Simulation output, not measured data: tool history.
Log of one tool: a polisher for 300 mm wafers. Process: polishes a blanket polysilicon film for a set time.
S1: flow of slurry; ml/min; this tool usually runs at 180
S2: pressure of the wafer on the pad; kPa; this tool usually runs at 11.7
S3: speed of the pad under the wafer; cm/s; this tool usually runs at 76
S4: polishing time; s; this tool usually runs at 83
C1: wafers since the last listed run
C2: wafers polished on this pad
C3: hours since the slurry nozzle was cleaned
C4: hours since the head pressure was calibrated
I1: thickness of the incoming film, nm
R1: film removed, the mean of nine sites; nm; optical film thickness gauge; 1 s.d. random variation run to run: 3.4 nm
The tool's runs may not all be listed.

{"run": 1, "hour": 0.0, "S1": 180, "S2": 11.7, "S3": 76, "S4": 83, "C1": 0, "C2": 457, "C3": 536.6, "C4": 557.8, "I1": 919.2, "R1": 296.9}
{"run": 2, "hour": 12.1, "S1": 180, "S2": 11.7, "S3": 76, "S4": 83, "C1": 111, "C2": 569, "C3": 548.7, "C4": 569.9, "I1": 920.3, "R1": 292.4}
{"run": 3, "hour": 22.5, "S1": 180, "S2": 11.7, "S3": 76, "S4": 83, "C1": 96, "C2": 665, "C3": 559.1, "C4": 580.3, "I1": 923.0, "R1": 286.5}
{"hour": 31.5, "done": "worn pad replaced by a new one"}
{"run": 4, "hour": 32.0, "S1": 180, "S2": 11.7, "S3": 76, "S4": 83, "C1": 50, "C2": 4, "C3": 568.6, "C4": 589.8, "I1": 934.1, "R1": 263.3}
{"run": 5, "hour": 39.7, "S1": 180, "S2": 11.7, "S3": 76, "S4": 83, "C1": 71, "C2": 75, "C3": 576.3, "C4": 597.5, "I1": 931.9, "R1": 263.0}
{"run": 6, "hour": 48.4, "S1": 180, "S2": 11.7, "S3": 76, "S4": 83, "C1": 80, "C2": 156, "C3": 585.0, "C4": 606.2, "I1": 909.4, "R1": 265.3}
{"hour": 59.8, "done": "worn pad replaced by a new one, repeated, since the last time left the tool worse"}
{"run": 7, "hour": 60.3, "S1": 180, "S2": 11.7, "S3": 76, "S4": 83, "C1": 73, "C2": 4, "C3": 596.9, "C4": 618.1, "I1": 923.2, "R1": 303.8}
{"run": 8, "hour": 73.3, "S1": 180, "S2": 15.2, "S3": 100, "S4": 71, "C1": 120, "C2": 125, "C3": 609.9, "C4": 631.1, "I1": 907.0, "R1": 433.3}
{"run": 9, "hour": 86.5, "S1": 180, "S2": 15.2, "S3": 76, "S4": 83, "C1": 122, "C2": 247, "C3": 623.1, "C4": 644.3, "I1": 929.0, "R1": 397.2}
{"run": 10, "hour": 94.9, "S1": 180, "S2": 11.7, "S3": 76, "S4": 83, "C1": 77, "C2": 325, "C3": 631.5, "C4": 652.7, "I1": 920.4, "R1": 305.2}
{"hour": 109.6, "done": "head pressure recalibrated"}
{"hour": 119.5, "done": "slurry nozzle cleaned"}
{"hour": 125.1, "done": "worn pad replaced by a new one"}
{"run": 11, "hour": 127.7, "S1": 180, "S2": 11.7, "S3": 76, "S4": 83, "C1": 238, "C2": 23, "C3": 8.2, "C4": 18.1, "I1": 929.3, "R1": 310.8}
{"run": 12, "hour": 141.1, "S1": 200, "S2": 9.7, "S3": 62, "S4": 63, "C1": 124, "C2": 147, "C3": 21.6, "C4": 31.5, "I1": 919.7, "R1": 162.3}
{"run": 13, "hour": 158.6, "S1": 235, "S2": 11.7, "S3": 52, "S4": 83, "C1": 161, "C2": 309, "C3": 39.1, "C4": 49.0, "I1": 917.0, "R1": 217.1}
{"run": 14, "hour": 167.3, "S1": 215, "S2": 10.3, "S3": 76, "S4": 72, "C1": 80, "C2": 390, "C3": 47.8, "C4": 57.7, "I1": 902.9, "R1": 233.5}

Predict each of these 5 candidate next runs independently; none follows another, all start after run 14:
{"run": "A", "hour": 167.7, "S1": 180, "S2": 11.7, "S3": 76, "S4": 83, "C1": 3, "C2": 394, "C3": 48.2, "C4": 58.1, "I1": 919.0, "R1": "?"}
{"run": "B", "hour": 167.7, "S1": 180, "S2": 15.9, "S3": 64, "S4": 83, "C1": 3, "C2": 394, "C3": 48.2, "C4": 58.1, "I1": 919.0, "R1": "?"}
{"run": "C", "hour": 167.7, "S1": 215, "S2": 15.9, "S3": 68, "S4": 98, "C1": 3, "C2": 394, "C3": 48.2, "C4": 58.1, "I1": 919.0, "R1": "?"}
{"run": "D", "hour": 167.7, "S1": 205, "S2": 8.3, "S3": 60, "S4": 108, "C1": 3, "C2": 394, "C3": 48.2, "C4": 58.1, "I1": 919.0, "R1": "?"}
{"run": "E", "hour": 167.7, "S1": 180, "S2": 8.3, "S3": 76, "S4": 83, "C1": 3, "C2": 394, "C3": 48.2, "C4": 58.1, "I1": 919.0, "R1": "?"}

run=A R1=296.7
run=B R1=341.7
run=C R1=437.4
run=D R1=222.4
run=E R1=209.5
What these runs would have given with no unlogged condition in the tool:
run=A R1=308.0
run=B R1=354.7
run=C R1=453.9
run=D R1=230.9
run=E R1=217.4
